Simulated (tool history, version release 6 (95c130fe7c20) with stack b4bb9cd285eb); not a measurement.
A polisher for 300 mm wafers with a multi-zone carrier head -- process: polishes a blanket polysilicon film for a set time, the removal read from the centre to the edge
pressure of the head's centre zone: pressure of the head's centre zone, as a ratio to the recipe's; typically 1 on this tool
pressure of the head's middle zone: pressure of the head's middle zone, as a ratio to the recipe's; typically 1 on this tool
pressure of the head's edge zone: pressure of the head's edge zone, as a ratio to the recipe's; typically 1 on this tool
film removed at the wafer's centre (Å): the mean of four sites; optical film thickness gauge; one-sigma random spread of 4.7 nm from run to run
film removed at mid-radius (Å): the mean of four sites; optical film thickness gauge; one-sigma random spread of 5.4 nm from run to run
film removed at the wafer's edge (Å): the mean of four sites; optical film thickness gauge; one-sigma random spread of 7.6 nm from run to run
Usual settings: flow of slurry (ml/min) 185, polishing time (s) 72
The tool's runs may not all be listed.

run	day	flow of slurry (ml/min)	pressure of the head's centre zone	pressure of the head's middle zone	pressure of the head's edge zone	polishing time (s)	wafers since the last listed run	wafers polished on this pad	hours since the slurry nozzle was cleaned	hours since the centre zone pressure was calibrated	hours since the edge zone pressure was calibrated	hours since the carrier head's membrane was replaced	incoming thickness of the incoming film, nm	film removed at the wafer's centre (Å)	film removed at mid-radius (Å)	film removed at the wafer's edge (Å)
1	0	185	0.97	1	1	72	0	134	27.7	52.4	411.6	1605.6	1621.9	6164	6273	6539
2	1.025	185	0.97	1	1	72	191	326	52.3	77	436.2	1630.2	1623.9	6178	6375	6370
# day 1.688: carrier head's membrane replaced by a new one
3	1.708	185	1	1	1	72	88	415	68.7	93.4	452.6	0.5	1633.5	6267	6350	6250
4	3.371	185	1	1	1	72	311	726	108.6	133.3	492.5	40.4	1648	6237	6417	6386
5	4.717	185	0.94	1	1	72	251	978	140.9	165.6	524.8	72.7	1670.5	6010	6269	6412
6	5.433	185	0.94	1	1	72	134	1112	158.1	182.8	542	89.9	1640.8	5890	6232	6420
# day 6.65: worn pad replaced by a new one
7	6.733	185	1	1.08	1	77	212	15	189.3	214	573.2	121.1	1651	6516	7076	6732
8	8.2	250	1	1	1	72	274	289	224.5	249.2	608.4	156.3	1646.4	6425	6512	6531
# day 8.496: edge zone pressure recalibrated
9	9.167	185	1	1	1	72	165	455	247.7	272.4	16.1	179.5	1633.5	6041	6201	6244
10	10.425	130	1	1.07	1.11	72	235	690	277.9	302.6	46.3	209.7	1652.8	5598	6151	6463
# day 10.662: slurry nozzle cleaned
11	10.95	185	1	1	1	97	90	781	6.9	315.2	58.9	222.3	1646.9	8519	8611	8611
12	11.696	185	0.93	1	0.96	72	139	920	24.8	333.1	76.8	240.2	1635.8	5927	6319	6333
13	12.821	185	1	1	1	72	210	1131	51.8	360.1	103.8	267.2	1674.6	6172	6397	6501
14	14.183	185	1	1	1	90	254	1386	84.5	392.8	136.5	299.9	1631.7	7793	7981	8033
# day 14.571: worn pad replaced by a new one
15	15.092	185	0.97	1	1	72	138	97	106.3	414.6	158.3	321.7	1650.3	6046	6328	6315
16	16.092	185	1	1	1	72	187	284	130.3	438.6	182.3	345.7	1658.7	6190	6401	6355
17	17.288	150	1.06	1	0.92	54	223	508	159	467.3	211	374.4	1657.2	4571	4577	4485
18	18.542	185	1.08	1.06	1	72	234	743	189.1	497.4	241.1	404.5	1629.2	6324	6494	6313
19	19.842	185	1	1	0.89	72	243	986	220.3	528.6	272.3	435.7	1654.9	6072	6205	6038
20	20.688	185	1	1	1	90	158	1144	240.6	548.9	292.6	456	1675.7	7583	7831	7641

What will run 21 give?
# day 21.046: slurry nozzle cleaned
21	21.233	185	1	1.05	1.07	92	94	1239	4.5	562	305.7	469.1	1680.6	?	?	?

film removed at the wafer's centre (Å): 8168
film removed at mid-radius (Å): 8585
film removed at the wafer's edge (Å): 8292
The same run, on a tool lacking any hidden state, would have yielded film removed at the wafer's centre (Å) 8190, film removed at mid-radius (Å) 8606, film removed at the wafer's edge (Å) 8307.
